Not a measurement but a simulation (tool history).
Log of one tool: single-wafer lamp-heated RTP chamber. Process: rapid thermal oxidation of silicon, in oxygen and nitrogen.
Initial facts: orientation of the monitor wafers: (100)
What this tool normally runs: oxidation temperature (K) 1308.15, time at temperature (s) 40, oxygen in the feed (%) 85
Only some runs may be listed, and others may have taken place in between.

| run | hour | oxidation temperature (K) | time at temperature (s) | oxygen in the feed (%) | read-back reference wafer on the same gauge, thickness | oxide thickness on the monitor wafer (angstrom) |
|---|---|---|---|---|---|---|
| 1 | 0 | 1308.15 | 40 | 98 | 5.892 | 60.14 |
| 2 | 23 | 1308.15 | 40 | 98 | 5.899 | 59.96 |
| 3 | 43.8 | 1308.15 | 40 | 98 | 5.893 | 59.74 |
| 4 | 70.2 | 1308.15 | 40 | 85 | 5.896 | 56.67 |
| 5 | 87.8 | 1308.15 | 40 | 85 | 5.898 | 57.39 |
| 6 | 115.9 | 1308.15 | 40 | 85 | 5.89 | 56.83 |
| 7 | 146 | 1308.15 | 40 | 85 | 5.901 | 56.94 |
| 8 | 158.7 | 1308.15 | 40 | 93 | 5.898 | 58.45 |
| 9 | 176.6 | 1308.15 | 40 | 93 | 5.893 | 59 |
| 10 | 200.7 | 1308.15 | 40 | 85 | 5.892 | 57.22 |
| 11 | 217.7 | 1308.15 | 40 | 85 | 5.901 | 56.79 |
|  | 247.1 | gauge calibrated |
| 12 | 250.4 | 1308.15 | 26 | 85 | 5.715 | 45.97 |
| 13 | 267.4 | 1308.15 | 26 | 85 | 5.724 | 45.92 |
| 14 | 281.9 | 1308.15 | 26 | 85 | 5.732 | 46.22 |
| 15 | 306.4 | 1308.15 | 40 | 85 | 5.742 | 55.05 |
| 16 | 325.8 | 1308.15 | 40 | 85 | 5.754 | 55.66 |
| 17 | 356.1 | 1308.15 | 40 | 85 | 5.772 | 55.84 |
| 18 | 378 | 1308.15 | 40 | 85 | 5.778 | 55.6 |
|  | 397.4 | pyrometer window cleaned and pyrometer calibrated |
| 19 | 410.4 | 1285.15 | 33 | 85 | 5.791 | 43.95 |
|  | 428 | oxygen flow controller replaced |
| 20 | 429 | 1308.15 | 40 | 70 | 5.797 | 52.38 |
| 21 | 448.1 | 1317.15 | 26 | 63 | 5.808 | 44.95 |
| 22 | 465.6 | 1308.15 | 40 | 85 | 5.82 | 56.18 |
| 23 | 495 | 1329.15 | 32 | 70 | 5.828 | 54.99 |
| 24 | 514.5 | 1308.15 | 30 | 98 | 5.827 | 52.67 |
| 25 | 537.2 | 1279.15 | 40 | 67 | 5.83 | 42.79 |
| 26 | 566 | 1331.15 | 58 | 63 | 5.841 | 69.65 |
| 27 | 592.9 | 1308.15 | 40 | 98 | 5.862 | 59.68 |
| 28 | 623.8 | 1299.15 | 40 | 85 | 5.855 | 53.13 |
| 29 | 636.4 | 1308.15 | 40 | 70 | 5.855 | 52.78 |
| 30 | 651.2 | 1308.15 | 34 | 73 | 5.865 | 49.94 |
| 31 | 685 | 1308.15 | 34 | 73 | 5.856 | 50.01 |
| 32 | 715.3 | 1308.15 | 32 | 98 | 5.866 | 54.26 |
| 33 | 731.5 | 1327.15 | 40 | 74 | 5.879 | 61.33 |
| 34 | 753.4 | 1308.15 | 40 | 85 | 5.881 | 56.77 |
| 35 | 766.8 | 1328.15 | 21 | 85 | 5.881 | 49.48 |
| 36 | 802.5 | 1327.15 | 58 | 85 | 5.875 | 76.15 |

Some steps in oxide thickness on the monitor wafer (angstrom), run to run, broken into two amounts with sign: the step expected even without the hidden condition (settings, incoming material, random variation), and the rest, left for the hidden condition together with whatever gauge scatter is not in both the measured and the hidden-condition-free result:
The tool's hidden condition here consists of: true wafer temperature minus pyrometer reading, K; deviation of the oxygen flow from its setpoint, %; gauge reads high (%).
Run 11 -> 12: time at temperature (s) 40 -> 26, gauge calibrated. oxide thickness on the monitor wafer (angstrom) -10.82: hidden state -1.83, all else -8.99.
Run 18 -> 19: oxidation temperature (K) 1308.15 -> 1285.15, time at temperature (s) 40 -> 33, pyrometer window cleaned and pyrometer calibrated. oxide thickness on the monitor wafer (angstrom) -11.65: hidden state -0.07, all else -11.58.
Run 25 -> 26: oxidation temperature (K) 1279.15 -> 1331.15, time at temperature (s) 40 -> 58, oxygen in the feed (%) 67 -> 63. oxide thickness on the monitor wafer (angstrom) +26.86: hidden state +0.71, all else +26.15.
Run 35 -> 36: oxidation temperature (K) 1328.15 -> 1327.15, time at temperature (s) 21 -> 58. oxide thickness on the monitor wafer (angstrom) +26.67: hidden state +0.86, all else +25.81.
